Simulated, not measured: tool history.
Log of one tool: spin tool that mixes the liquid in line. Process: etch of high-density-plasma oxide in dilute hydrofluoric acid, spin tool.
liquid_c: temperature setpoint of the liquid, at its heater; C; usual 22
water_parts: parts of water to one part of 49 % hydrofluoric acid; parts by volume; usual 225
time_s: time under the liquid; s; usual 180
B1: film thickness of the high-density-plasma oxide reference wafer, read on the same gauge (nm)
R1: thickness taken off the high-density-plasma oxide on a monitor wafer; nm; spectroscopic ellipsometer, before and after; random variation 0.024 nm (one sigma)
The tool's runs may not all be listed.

Run 1, day 0: usual settings; B1 79.98. Result: R1 5.7 nm.
Run 2, day 2.917: usual settings; B1 80.02. Result: R1 5.72 nm.
Run 3, day 6.35: usual settings; B1 80. Result: R1 5.76 nm.
Run 4, day 9.471: usual settings; B1 80. Result: R1 5.74 nm.
Run 5, day 12.229: usual settings but water_parts 165 parts by volume; B1 79.98. Result: R1 8.26 nm.
Run 6, day 16.046: usual settings but water_parts 165 parts by volume; B1 80. Result: R1 8.36 nm.
Run 7, day 19.642: usual settings; B1 79.99. Result: R1 5.76 nm.
At day 20.921: hydrofluoric acid flow meter replaced.
Run 8, day 21.792: usual settings; B1 80.01. Result: R1 5.5 nm.
At day 23.238: thermometer replaced.
Run 9, day 24.446: usual settings but liquid_c 26 C, water_parts 155 parts by volume, time_s 245 s; B1 79.98. Result: R1 14.18 nm.
Run 10, day 27.942: usual settings but liquid_c 26 C, water_parts 280 parts by volume; B1 80.03. Result: R1 5.01 nm.
Run 11, day 36.208: usual settings; B1 80.01. Result: R1 5.72 nm.
Run 12, day 40.071: usual settings; B1 80.01. Result: R1 5.75 nm.
Run 13, day 42.067: usual settings but time_s 90 s; B1 80.01. Result: R1 2.85 nm.
Run 14, day 46.317: usual settings but water_parts 300 parts by volume; B1 79.98. Result: R1 3.99 nm.
Run 15, day 50.692: usual settings but liquid_c 26 C, water_parts 155 parts by volume, time_s 245 s; B1 80.02. Result: R1 14.24 nm.
At day 51.871: gauge calibrated.
Run 16, day 53.854: usual settings but liquid_c 19.5 C, time_s 120 s; B1 80. Result: R1 3.45 nm.
Run 17, day 56.096: usual settings; B1 79.99. Result: R1 5.75 nm.
Run 18, day 57.746: usual settings but liquid_c 18 C, time_s 270 s; B1 80.02. Result: R1 7.38 nm.
At day 61.488: hydrofluoric acid flow meter replaced.
Run 19, day 62.075: usual settings but liquid_c 19 C, water_parts 180 parts by volume, time_s 145 s; B1 79.98. Result: R1 5.19 nm.
Run 20, day 66.296: usual settings but water_parts 145 parts by volume, time_s 285 s; B1 80.02. Result: R1 14.71 nm.
At day 67.579: thermometer replaced.
Run 21, day 69.583: usual settings but liquid_c 25.5 C, water_parts 320 parts by volume, time_s 255 s; B1 80.01. Result: R1 5.87 nm.
Run 22, day 79.783: usual settings but water_parts 295 parts by volume, time_s 80 s; B1 80.02. Result: R1 1.82 nm.
Run 23, day 81.533: usual settings but liquid_c 17.5 C, water_parts 155 parts by volume; B1 80. Result: R1 7.51 nm.
Run 24, day 84.3: usual settings; B1 79.99. Result: R1 5.74 nm.
Run 25, day 86.796: usual settings but liquid_c 20 C, water_parts 270 parts by volume, time_s 290 s; B1 80.03. Result: R1 6.91 nm.
Run 26, day 90.958: usual settings but liquid_c 20.5 C, time_s 270 s; B1 80. Result: R1 8.14 nm.
Run 27, day 93.862: usual settings but liquid_c 19.5 C, water_parts 265 parts by volume, time_s 135 s; B1 80. Result: R1 3.22 nm.
Run 28, day 97.367: usual settings but liquid_c 26 C, water_parts 275 parts by volume, time_s 120 s; B1 80.02. Result: R1 3.46 nm.
Run 29, day 101.375: usual settings but liquid_c 26.5 C, water_parts 285 parts by volume, time_s 145 s; B1 80. Result: R1 4.04 nm.
Run 30, day 103.712: usual settings but water_parts 285 parts by volume, time_s 250 s; B1 79.98. Result: R1 5.99 nm.
Run 31, day 107.558: usual settings but liquid_c 25 C, water_parts 140 parts by volume; B1 80.02. Result: R1 11.4 nm.

Measured less the same run without the tool's hidden state. The same run-to-run variation is in both; the gauge's scatter may not be:
The hidden state here: liquid colder than its thermometer reads (K); hydrofluoric acid flow above the setpoint (%); gauge reads high (%).
run     R1
  1  +0.06
  2  +0.06
  3  +0.06
  4  +0.06
  5  +0.08
  6  +0.08
  7  +0.08
  8   -0.2
  9  +0.09
 10  +0.04
 11  +0.05
 12  +0.05
 13  +0.02
 14  +0.05
 15  +0.14
 16  +0.03
 17  +0.07
 18  +0.07
 19  -0.15
 20  -0.41
 21  +0.07
 22  +0.02
 23  +0.07
 24  +0.07
 25   +0.1
 26  +0.11
 27  +0.05
 28  +0.07
 29  +0.08
 30  +0.11
 31  +0.15

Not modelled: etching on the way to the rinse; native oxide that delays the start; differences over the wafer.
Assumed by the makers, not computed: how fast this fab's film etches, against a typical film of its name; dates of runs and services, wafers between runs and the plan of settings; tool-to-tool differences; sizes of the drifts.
